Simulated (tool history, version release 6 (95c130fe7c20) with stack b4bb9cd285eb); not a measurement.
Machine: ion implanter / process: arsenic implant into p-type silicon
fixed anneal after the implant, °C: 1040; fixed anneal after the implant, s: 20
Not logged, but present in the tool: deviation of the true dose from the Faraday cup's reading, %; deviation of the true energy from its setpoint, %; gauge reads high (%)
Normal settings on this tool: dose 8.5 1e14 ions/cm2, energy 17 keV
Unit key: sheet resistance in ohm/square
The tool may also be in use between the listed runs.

| run | hour | dose | energy | wafers since the last listed run | hours since the last dose calibration | hours since the extraction supply was calibrated | hours since the gauge calibration | read-back reference wafer on the same gauge, sheet resistance | sheet resistance |
|---|---|---|---|---|---|---|---|---|---|
| 1 | 0 | 8.5 | 17 | 0 | 329 | 3620.5 | 773.9 | 144.04 | 124.78 |
| 2 | 63.1 | 7.85 | 17 | 1148 | 392.1 | 3683.6 | 837 | 144 | 132.34 |
| 3 | 132 | 7.85 | 17 | 1253 | 461 | 3752.5 | 905.9 | 143.98 | 131.99 |
| 4 | 166.6 | 7.85 | 17 | 629 | 495.6 | 3787.1 | 940.5 | 143.91 | 132.24 |
| 5 | 207.9 | 8.5 | 17 | 751 | 536.9 | 3828.4 | 981.8 | 144.01 | 124.8 |
| 6 | 262.7 | 8.5 | 17 | 997 | 591.7 | 3883.2 | 1036.6 | 143.96 | 124.71 |
| 7 | 333.9 | 8.5 | 17 | 1295 | 662.9 | 3954.4 | 1107.8 | 143.97 | 124.76 |
| 8 | 360.1 | 9.47 | 17 | 476 | 689.1 | 3980.6 | 1134 | 144.04 | 116.2 |
| 9 | 399.6 | 8.5 | 17 | 718 | 728.6 | 4020.1 | 1173.5 | 144.01 | 124.51 |
| 10 | 501.4 | 8.5 | 17 | 1852 | 830.4 | 4121.9 | 1275.3 | 143.89 | 124.26 |
| 11 | 558.8 | 8.5 | 17 | 1044 | 887.8 | 4179.3 | 1332.7 | 143.93 | 124.41 |
| 12 | 607.1 | 8.5 | 17 | 878 | 936.1 | 4227.6 | 1381 | 144.04 | 124.14 |
| 13 | 661 | 10.6 | 22 | 980 | 990 | 4281.5 | 1434.9 | 143.94 | 104.57 |
| 14 | 732 | 8.5 | 19.5 | 1291 | 1061 | 4352.5 | 1505.9 | 144.05 | 122.66 |
|  | 757.6 | extraction supply calibrated |
| 15 | 784.1 | 6.35 | 19 | 802 | 1113.1 | 26.5 | 1558 | 144 | 151.23 |
| 16 | 839.5 | 10.75 | 21 | 1008 | 1168.5 | 81.9 | 1613.4 | 143.99 | 104.37 |
| 17 | 883.3 | 7.01 | 14 | 796 | 1212.3 | 125.7 | 1657.2 | 144.06 | 144.84 |
| 18 | 936.8 | 9.89 | 11.5 | 973 | 1265.8 | 179.2 | 1710.7 | 143.99 | 116.37 |
| 19 | 963.4 | 8.5 | 13 | 484 | 1292.4 | 205.8 | 1737.3 | 144 | 127.12 |
| 20 | 1028.7 | 10.05 | 17 | 1188 | 1357.7 | 271.1 | 1802.6 | 143.98 | 111.14 |
| 21 | 1059.6 | 8.5 | 17 | 562 | 1388.6 | 302 | 1833.5 | 144.01 | 124.06 |
| 22 | 1095.9 | 10.14 | 13.5 | 660 | 1424.9 | 338.3 | 1869.8 | 144 | 113.43 |
| 23 | 1153.5 | 8.5 | 17 | 1048 | 1482.5 | 395.9 | 1927.4 | 143.97 | 123.99 |
|  | 1173.1 | Faraday cup replaced and dose calibrated |
| 24 | 1203.4 | 8.5 | 22 | 762 | 30.3 | 445.8 | 1977.3 | 143.96 | 122.69 |
| 25 | 1231.6 | 10.44 | 15 | 513 | 58.5 | 474 | 2005.5 | 143.97 | 112.24 |
|  | 1246.5 | gauge calibrated |
| 26 | 1294.7 | 8.5 | 11.5 | 1148 | 121.6 | 537.1 | 48.2 | 143.99 | 130.86 |
| 27 | 1349.2 | 8.5 | 17 | 991 | 176.1 | 591.6 | 102.7 | 144.01 | 126.29 |
| 28 | 1377.9 | 6.29 | 18.5 | 522 | 204.8 | 620.3 | 131.4 | 144.01 | 155.92 |
| 29 | 1406.6 | 8.5 | 17 | 522 | 233.5 | 649 | 160.1 | 143.95 | 126.07 |
| 30 | 1438.4 | 10.88 | 12 | 578 | 265.3 | 680.8 | 191.9 | 143.99 | 111.15 |
| 31 | 1504 | 7.38 | 22 | 1193 | 330.9 | 746.4 | 257.5 | 144.04 | 134.58 |
| 32 | 1530.1 | 10.85 | 19 | 474 | 357 | 772.5 | 283.6 | 144.04 | 106.15 |
| 33 | 1565 | 8.5 | 17 | 635 | 391.9 | 807.4 | 318.5 | 144.08 | 125.96 |
| 34 | 1617.1 | 7.19 | 17 | 948 | 444 | 859.5 | 370.6 | 144 | 141.88 |
| 35 | 1667 | 8.5 | 17 | 907 | 493.9 | 909.4 | 420.5 | 144.01 | 125.72 |
| 36 | 1702.6 | 10.51 | 15 | 647 | 529.5 | 945 | 456.1 | 144.01 | 110.87 |
| 37 | 1739.6 | 10.95 | 19 | 673 | 566.5 | 982 | 493.1 | 144.07 | 105.05 |

What if the next run were any one of these 4? Each begins from the tool's condition after run 37:
| A | 1740 | 8.5 | 17 | 7 | 566.9 | 982.4 | 493.5 | ? | ? |
| B | 1740 | 8.5 | 22.5 | 7 | 566.9 | 982.4 | 493.5 | ? | ? |
| C | 1740 | 6 | 17 | 7 | 566.9 | 982.4 | 493.5 | ? | ? |
| D | 1740 | 6.82 | 13 | 7 | 566.9 | 982.4 | 493.5 | ? | ? |

| run | read-back reference wafer on the same gauge, sheet resistance | sheet resistance |
|---|---|---|
| A | 144.02 | 125.22 |
| B | 144.02 | 121.08 |
| C | 144.02 | 161.36 |
| D | 144.02 | 150.09 |
Stripped of hidden state, with their random variation kept, the same runs would have yielded:
| run | sheet resistance |
|---|---|
| A | 126.11 |
| B | 121.95 |
| C | 162.6 |
| D | 151.22 |
